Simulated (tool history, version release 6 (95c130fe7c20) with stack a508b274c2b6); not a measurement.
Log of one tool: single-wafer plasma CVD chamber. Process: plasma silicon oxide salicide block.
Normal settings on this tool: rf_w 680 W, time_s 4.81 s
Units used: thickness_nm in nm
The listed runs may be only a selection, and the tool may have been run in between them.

run,day,rf_w,time_s,"read-back reference wafer on the same gauge, thickness_nm",thickness_nm
1,0.000,585,4.17,53.071,45.399
2,2.742,585,4.17,53.064,45.473
3,6.796,680,5.12,53.107,58.793
4,8.808,680,5.21,53.129,59.384
5,11.142,680,4.81,53.175,55.215
6,14.225,680,4.81,53.111,55.324
7,23.842,680,4.81,53.133,54.882
# day 24.833: showerhead replaced
8,27.138,680,4.81,53.099,54.627
# day 29.329: gauge calibrated
9,31.050,680,4.81,53.116,54.082
10,35.933,680,4.81,53.074,54.235
11,37.821,680,4.81,53.140,54.323
12,40.742,680,4.81,53.114,54.290
13,44.162,680,4.09,53.149,45.896
14,46.992,680,4.81,53.097,54.248
15,49.517,560,5.40,53.099,56.503
# day 52.183: RF generator calibrated
16,52.596,765,5.50,53.049,65.712
17,55.138,680,4.81,53.084,55.044
18,57.017,680,4.81,53.029,55.157
19,60.758,680,4.81,53.111,54.558
20,62.288,560,5.45,53.199,58.646
21,65.579,585,4.17,53.142,45.633
22,67.321,805,5.71,53.093,69.107
23,68.842,600,4.81,53.146,52.455
24,73.071,795,4.05,53.133,48.496

Each row is a separate what-if for the run after 24, all from the same tool condition, not one after another. Results?
A,73.088,680,4.81,?,?
B,73.088,680,3.96,?,?
C,73.088,680,5.36,?,?
D,73.088,565,4.52,?,?

run,"read-back reference wafer on the same gauge, thickness_nm",thickness_nm
A,53.033,54.851
B,53.033,45.158
C,53.033,61.123
D,53.033,48.367
Take away the tool's hidden state, keep each run's random variation, and the runs would have read:
run,thickness_nm
A,55.194
B,45.441
C,61.505
D,48.669

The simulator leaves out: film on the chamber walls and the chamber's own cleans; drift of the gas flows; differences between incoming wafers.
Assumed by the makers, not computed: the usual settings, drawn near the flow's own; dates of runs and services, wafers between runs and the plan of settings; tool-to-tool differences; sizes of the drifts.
